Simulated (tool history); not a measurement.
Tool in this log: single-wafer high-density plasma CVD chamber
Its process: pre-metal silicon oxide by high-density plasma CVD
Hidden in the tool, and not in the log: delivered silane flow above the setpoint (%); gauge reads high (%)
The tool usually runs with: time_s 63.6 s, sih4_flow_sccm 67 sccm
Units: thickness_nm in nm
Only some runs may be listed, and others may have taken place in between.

run	hour	time_s	sih4_flow_sccm	wafers since the last listed run	hours since the silane flow controller was replaced	hours since the gauge calibration	read-back reference wafer on the same gauge, thickness_nm	thickness_nm
1	0.0	63.6	67	0	2012.0	61.8	530.345	437.777
2	15.1	63.6	67	245	2027.1	76.9	530.244	436.909
3	23.7	63.6	67	139	2035.7	85.5	530.060	436.370
4	37.6	63.6	67	226	2049.6	99.4	530.035	437.675
5	47.7	63.6	67	164	2059.7	109.5	530.039	435.325
6	59.9	63.6	67	198	2071.9	121.7	529.865	434.765
7	77.1	63.6	67	279	2089.1	138.9	530.352	435.929
8	84.1	63.6	67	113	2096.1	145.9	529.997	434.377
9	101.0	63.6	67	274	2113.0	162.8	530.194	435.318
# hour 114.7: silane flow controller replaced
10	116.5	63.6	67	122	1.8	178.3	530.228	454.952
11	131.2	63.6	67	239	16.5	193.0	529.855	454.156
12	148.8	63.6	67	286	34.1	210.6	529.982	455.092
13	163.6	63.6	67	240	48.9	225.4	530.182	455.459
14	176.3	69.4	67	206	61.6	238.1	529.709	495.782
15	186.4	60.0	63	164	71.7	248.2	529.925	404.115
16	194.9	63.6	61	138	80.2	256.7	529.926	414.979
17	201.0	67.5	67	99	86.3	262.8	530.124	483.139
# hour 207.8: gauge calibrated
18	212.0	70.3	67	178	97.3	4.2	529.773	503.357
19	221.7	55.5	54	157	107.0	13.9	530.346	320.075
20	230.8	67.1	67	148	116.1	23.0	529.920	479.448
21	244.6	73.2	79	224	129.9	36.8	530.207	616.256
22	255.9	51.2	56	183	141.2	48.1	529.896	305.773
23	272.1	63.6	67	263	157.4	64.3	529.714	455.524
24	283.3	59.6	56	182	168.6	75.5	530.172	356.628
25	291.2	56.7	57	128	176.5	83.4	529.726	344.609
26	307.4	63.6	67	263	192.7	99.6	530.026	454.172

Forecast each of these 3 alternatives for the next run:
A	307.8	63.6	67	6	193.1	100.0	?	?
B	307.8	72.3	75	6	193.1	100.0	?	?
C	307.8	68.9	74	6	193.1	100.0	?	?

run	read-back reference wafer on the same gauge, thickness_nm	thickness_nm
A	530.157	454.985
B	530.157	578.981
C	530.157	544.397
Without the tool's unlogged condition, the same runs would have read:
run	thickness_nm
A	454.567
B	578.450
C	543.898

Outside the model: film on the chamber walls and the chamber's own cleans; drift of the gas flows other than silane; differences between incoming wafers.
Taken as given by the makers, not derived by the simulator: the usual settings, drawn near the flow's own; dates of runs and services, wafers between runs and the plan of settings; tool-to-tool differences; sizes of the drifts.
